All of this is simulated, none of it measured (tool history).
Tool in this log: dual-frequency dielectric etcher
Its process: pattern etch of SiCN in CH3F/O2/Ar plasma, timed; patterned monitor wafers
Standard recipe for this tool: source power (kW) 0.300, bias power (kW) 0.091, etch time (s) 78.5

run	hour	source power (kW)	bias power (kW)	etch time (s)	wafers since the last listed run	hours since the last wet clean	hours since the last source power generator calibration	hours since the last bias power generator calibration	hours since the last upper electrode change	hours since the gauge calibration	read-back reference wafer on the same gauge, depth_nm	mean etch depth across the wafer (nm)
1	0.0	0.300	0.091	78.5	0	347.6	4411.6	2730.9	1485.1	438.7	24.08	27.34
2	32.7	0.300	0.091	78.5	245	380.3	4444.3	2763.6	1517.8	471.4	24.11	27.50
3	59.3	0.300	0.091	78.5	199	406.9	4470.9	2790.2	1544.4	498.0	24.12	27.13
4	91.5	0.300	0.091	78.5	241	439.1	4503.1	2822.4	1576.6	530.2	24.10	27.33
# hour 137.5: wet clean of the chamber
5	138.0	0.300	0.091	78.5	168	0.5	4549.6	2868.9	1623.1	576.7	24.09	27.39
6	166.6	0.300	0.091	71.5	214	29.1	4578.2	2897.5	1651.7	605.3	24.07	25.12
7	222.6	0.300	0.091	71.5	420	85.1	4634.2	2953.5	1707.7	661.3	24.10	24.95
8	254.6	0.300	0.091	78.5	240	117.1	4666.2	2985.5	1739.7	693.3	24.07	27.53
9	311.8	0.300	0.091	78.5	429	174.3	4723.4	3042.7	1796.9	750.5	24.14	27.43
10	383.4	0.300	0.091	78.5	537	245.9	4795.0	3114.3	1868.5	822.1	24.06	27.18
11	452.6	0.300	0.091	78.5	519	315.1	4864.2	3183.5	1937.7	891.3	24.08	27.02
# hour 500.2: source power generator calibrated
12	512.5	0.300	0.091	84.0	419	375.0	12.3	3243.4	1997.6	951.2	24.11	29.00
13	545.0	0.300	0.091	84.0	243	407.5	44.8	3275.9	2030.1	983.7	24.12	28.97
# hour 585.7: gauge calibrated
# hour 586.3: bias power generator calibrated
14	596.6	0.300	0.091	78.5	357	459.1	96.4	10.3	2081.7	10.9	24.09	26.94
15	631.4	0.260	0.100	91.0	261	493.9	131.2	45.1	2116.5	45.7	24.10	31.33
# hour 660.6: upper electrode replaced
# hour 708.8: wet clean of the chamber
16	709.3	0.300	0.091	78.5	224	0.5	209.1	123.0	48.7	123.6	24.10	26.43
17	725.6	0.300	0.091	78.5	122	16.8	225.4	139.3	65.0	139.9	24.10	26.45
18	749.9	0.350	0.079	92.0	182	41.1	249.7	163.6	89.3	164.2	24.11	30.85
19	810.8	0.380	0.091	100.0	457	102.0	310.6	224.5	150.2	225.1	24.07	36.12
20	842.1	0.380	0.071	92.5	234	133.3	341.9	255.8	181.5	256.4	24.13	30.57
# hour 895.8: wet clean of the chamber, repeated, since the last time left the tool worse
21	896.3	0.340	0.091	94.5	226	0.5	396.1	310.0	235.7	310.6	24.10	34.69
22	929.1	0.340	0.105	98.0	246	33.3	428.9	342.8	268.5	343.4	24.09	37.57
23	994.7	0.270	0.083	69.5	492	98.9	494.5	408.4	334.1	409.0	24.09	22.90
24	1025.7	0.300	0.091	78.5	232	129.9	525.5	439.4	365.1	440.0	24.07	27.55
25	1074.3	0.330	0.091	65.5	364	178.5	574.1	488.0	413.7	488.6	24.10	23.69
26	1123.8	0.360	0.091	71.5	371	228.0	623.6	537.5	463.2	538.1	24.14	26.47
27	1268.7	0.300	0.091	78.5	1087	372.9	768.5	682.4	608.1	683.0	24.09	27.59
28	1381.6	0.350	0.098	64.5	847	485.8	881.4	795.3	721.0	795.9	24.11	24.17
# hour 1423.3: wet clean of the chamber
29	1444.6	0.240	0.112	78.5	292	21.3	944.4	858.3	784.0	858.9	24.07	27.99

Table of differences, measured result less the result of that run with no hidden state. Run-to-run variation is the same in both. Gauge scatter possibly is not:
Unlogged tool condition in this case: etch rate over this chamber's usual, %; source power that arrives over what is set, %; bias power that arrives over what is set, %; gauge reads high (%).
run	mean etch depth across the wafer (nm)
1	-0.31
2	-0.35
3	-0.38
4	-0.42
5	-0.09
6	-0.12
7	-0.17
8	-0.22
9	-0.28
10	-0.35
11	-0.43
12	-0.53
13	-0.56
14	-0.57
15	-0.72
16	-1.21
17	-1.23
18	-1.46
19	-1.80
20	-1.57
21	+0.01
22	-0.04
23	-0.08
24	-0.13
25	-0.16
26	-0.22
27	-0.39
28	-0.45
29	-0.01
